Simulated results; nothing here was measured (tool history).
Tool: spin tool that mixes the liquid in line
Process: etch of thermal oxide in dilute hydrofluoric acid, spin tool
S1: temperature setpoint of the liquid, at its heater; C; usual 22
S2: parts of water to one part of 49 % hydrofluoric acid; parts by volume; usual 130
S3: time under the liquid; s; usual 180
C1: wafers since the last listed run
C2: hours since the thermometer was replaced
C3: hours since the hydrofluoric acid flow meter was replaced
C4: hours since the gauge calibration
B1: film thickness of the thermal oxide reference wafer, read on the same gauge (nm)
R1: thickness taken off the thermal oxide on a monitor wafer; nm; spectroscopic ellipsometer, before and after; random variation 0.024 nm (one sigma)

run 1 hour=0.0 | S1=22 S2=130 S3=180 | C1=0 C2=919.4 C3=1591.8 C4=443.3 | B1=69.98 | R1=5.06
run 2 hour=61.7 | S1=22 S2=130 S3=180 | C1=371 C2=981.1 C3=1653.5 C4=505.0 | B1=69.98 | R1=5.09
run 3 hour=90.4 | S1=22 S2=130 S3=180 | C1=172 C2=1009.8 C3=1682.2 C4=533.7 | B1=69.98 | R1=5.03
run 4 hour=154.5 | S1=22 S2=115 S3=180 | C1=385 C2=1073.9 C3=1746.3 C4=597.8 | B1=69.99 | R1=5.76
run 5 hour=198.7 | S1=22 S2=130 S3=180 | C1=265 C2=1118.1 C3=1790.5 C4=642.0 | B1=69.95 | R1=5.00
-- hour=284.5 gauge calibrated
run 6 hour=304.3 | S1=22 S2=130 S3=180 | C1=635 C2=1223.7 C3=1896.1 C4=19.8 | B1=70.07 | R1=4.98
run 7 hour=340.5 | S1=22 S2=130 S3=180 | C1=217 C2=1259.9 C3=1932.3 C4=56.0 | B1=69.99 | R1=4.99
run 8 hour=388.5 | S1=22 S2=165 S3=180 | C1=288 C2=1307.9 C3=1980.3 C4=104.0 | B1=69.96 | R1=3.74
run 9 hour=451.2 | S1=22 S2=165 S3=180 | C1=377 C2=1370.6 C3=2043.0 C4=166.7 | B1=70.00 | R1=3.78
run 10 hour=481.3 | S1=22 S2=85 S3=180 | C1=181 C2=1400.7 C3=2073.1 C4=196.8 | B1=70.01 | R1=8.06

The next listed run, before its measurement:
run 11 hour=551.0 | S1=22 S2=130 S3=180 | C1=419 C2=1470.4 C3=2142.8 C4=266.5 | B1=? | R1=?

Run 11 gave B1 70.01, R1 4.99 nm.
Without the tool's hidden state the same run would have given R1 5.47 nm.
